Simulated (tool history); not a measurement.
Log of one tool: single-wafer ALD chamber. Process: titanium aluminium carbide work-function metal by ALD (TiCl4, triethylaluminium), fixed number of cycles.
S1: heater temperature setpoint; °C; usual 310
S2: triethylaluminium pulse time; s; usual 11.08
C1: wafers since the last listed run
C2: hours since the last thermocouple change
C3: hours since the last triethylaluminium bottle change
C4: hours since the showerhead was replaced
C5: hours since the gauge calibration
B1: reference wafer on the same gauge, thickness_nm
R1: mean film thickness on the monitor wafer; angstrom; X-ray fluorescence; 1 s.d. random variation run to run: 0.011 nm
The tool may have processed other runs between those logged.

{"run": 1, "hour": 0.0, "S1": 310, "S2": 11.08, "C1": 0, "C2": 338.2, "C3": 997.4, "C4": 5519.3, "C5": 80.3, "B1": 1.979, "R1": 19.47}
{"run": 2, "hour": 36.5, "S1": 310, "S2": 9.5, "C1": 423, "C2": 374.7, "C3": 1033.9, "C4": 5555.8, "C5": 116.8, "B1": 1.983, "R1": 18.79}
{"hour": 57.0, "done": "triethylaluminium bottle replaced"}
{"run": 3, "hour": 111.9, "S1": 310, "S2": 9.5, "C1": 782, "C2": 450.1, "C3": 54.9, "C4": 5631.2, "C5": 192.2, "B1": 1.982, "R1": 18.88}
{"run": 4, "hour": 181.2, "S1": 310, "S2": 9.5, "C1": 804, "C2": 519.4, "C3": 124.2, "C4": 5700.5, "C5": 261.5, "B1": 1.977, "R1": 18.86}
{"run": 5, "hour": 244.4, "S1": 300, "S2": 11.08, "C1": 733, "C2": 582.6, "C3": 187.4, "C4": 5763.7, "C5": 324.7, "B1": 1.979, "R1": 18.62}
{"run": 6, "hour": 298.2, "S1": 300, "S2": 11.08, "C1": 624, "C2": 636.4, "C3": 241.2, "C4": 5817.5, "C5": 378.5, "B1": 1.977, "R1": 18.73}
{"run": 7, "hour": 381.3, "S1": 310, "S2": 11.08, "C1": 964, "C2": 719.5, "C3": 324.3, "C4": 5900.6, "C5": 461.6, "B1": 1.982, "R1": 19.23}
{"run": 8, "hour": 442.0, "S1": 310, "S2": 11.08, "C1": 704, "C2": 780.2, "C3": 385, "C4": 5961.3, "C5": 522.3, "B1": 1.982, "R1": 19.33}
{"run": 9, "hour": 491.0, "S1": 310, "S2": 11.08, "C1": 568, "C2": 829.2, "C3": 434, "C4": 6010.3, "C5": 571.3, "B1": 1.977, "R1": 19.28}
{"run": 10, "hour": 585.1, "S1": 310, "S2": 11.08, "C1": 1091, "C2": 923.3, "C3": 528.1, "C4": 6104.4, "C5": 665.4, "B1": 1.981, "R1": 19.31}
{"run": 11, "hour": 656.7, "S1": 310, "S2": 11.08, "C1": 830, "C2": 994.9, "C3": 599.7, "C4": 6176, "C5": 737, "B1": 1.984, "R1": 19.19}

Run 12 is up next; what results do you expect?
{"run": 12, "hour": 700.8, "S1": 310, "S2": 11.08, "C1": 511, "C2": 1039, "C3": 643.8, "C4": 6220.1, "C5": 781.1, "B1": "?", "R1": "?"}

Logged for run 12: B1 1.983, R1 19.25 angstrom.
Minus the tool's unlogged condition, the same run would have read R1 19.25 angstrom.
